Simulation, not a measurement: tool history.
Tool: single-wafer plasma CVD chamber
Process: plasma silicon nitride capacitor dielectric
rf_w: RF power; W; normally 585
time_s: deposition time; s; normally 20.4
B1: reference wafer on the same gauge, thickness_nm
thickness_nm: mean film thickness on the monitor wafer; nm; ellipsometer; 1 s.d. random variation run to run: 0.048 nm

{"run": 1, "hour": 0.0, "rf_w": 640, "time_s": 20.4, "B1": 37.305, "thickness_nm": 31.837}
{"run": 2, "hour": 28.2, "rf_w": 585, "time_s": 20.4, "B1": 37.303, "thickness_nm": 31.278}
{"run": 3, "hour": 59.6, "rf_w": 585, "time_s": 20.4, "B1": 37.282, "thickness_nm": 31.292}
{"run": 4, "hour": 82.5, "rf_w": 585, "time_s": 20.4, "B1": 37.32, "thickness_nm": 31.192}
{"run": 5, "hour": 99.0, "rf_w": 585, "time_s": 20.4, "B1": 37.316, "thickness_nm": 31.292}
{"run": 6, "hour": 134.0, "rf_w": 585, "time_s": 20.4, "B1": 37.284, "thickness_nm": 31.246}
{"run": 7, "hour": 165.1, "rf_w": 585, "time_s": 20.4, "B1": 37.288, "thickness_nm": 31.256}
{"run": 8, "hour": 188.8, "rf_w": 585, "time_s": 20.4, "B1": 37.31, "thickness_nm": 31.239}
{"run": 9, "hour": 216.1, "rf_w": 585, "time_s": 20.4, "B1": 37.284, "thickness_nm": 31.307}
{"hour": 250.9, "done": "showerhead replaced"}
{"run": 10, "hour": 251.4, "rf_w": 585, "time_s": 20.4, "B1": 37.282, "thickness_nm": 31.281}
{"run": 11, "hour": 310.8, "rf_w": 545, "time_s": 20.4, "B1": 37.295, "thickness_nm": 30.936}
{"run": 12, "hour": 330.6, "rf_w": 545, "time_s": 20.4, "B1": 37.3, "thickness_nm": 30.911}
{"hour": 348.7, "done": "gauge calibrated"}
{"run": 13, "hour": 362.5, "rf_w": 585, "time_s": 20.4, "B1": 37.307, "thickness_nm": 31.275}
{"run": 14, "hour": 380.0, "rf_w": 545, "time_s": 20.4, "B1": 37.301, "thickness_nm": 30.806}
{"run": 15, "hour": 392.2, "rf_w": 700, "time_s": 21.8, "B1": 37.31, "thickness_nm": 34.55}
{"run": 16, "hour": 412.4, "rf_w": 505, "time_s": 23.8, "B1": 37.301, "thickness_nm": 35.542}
{"hour": 440.1, "done": "RF generator calibrated"}
{"run": 17, "hour": 440.6, "rf_w": 520, "time_s": 23.8, "B1": 37.31, "thickness_nm": 36.183}
{"run": 18, "hour": 466.4, "rf_w": 480, "time_s": 18.3, "B1": 37.304, "thickness_nm": 27.46}
{"run": 19, "hour": 495.1, "rf_w": 585, "time_s": 22.5, "B1": 37.311, "thickness_nm": 34.849}
{"run": 20, "hour": 513.3, "rf_w": 585, "time_s": 20.4, "B1": 37.296, "thickness_nm": 31.642}

Estimate the outcome of run 21 from the log above:
{"run": 21, "hour": 528.9, "rf_w": 500, "time_s": 22.6, "B1": "?", "thickness_nm": "?"}

{"run 21": {"B1": 37.328, "thickness_nm": 34.076}}
Take away the tool's hidden state, keep the run-to-run variation as it was, and the same run would have given thickness_nm 34.148 nm.

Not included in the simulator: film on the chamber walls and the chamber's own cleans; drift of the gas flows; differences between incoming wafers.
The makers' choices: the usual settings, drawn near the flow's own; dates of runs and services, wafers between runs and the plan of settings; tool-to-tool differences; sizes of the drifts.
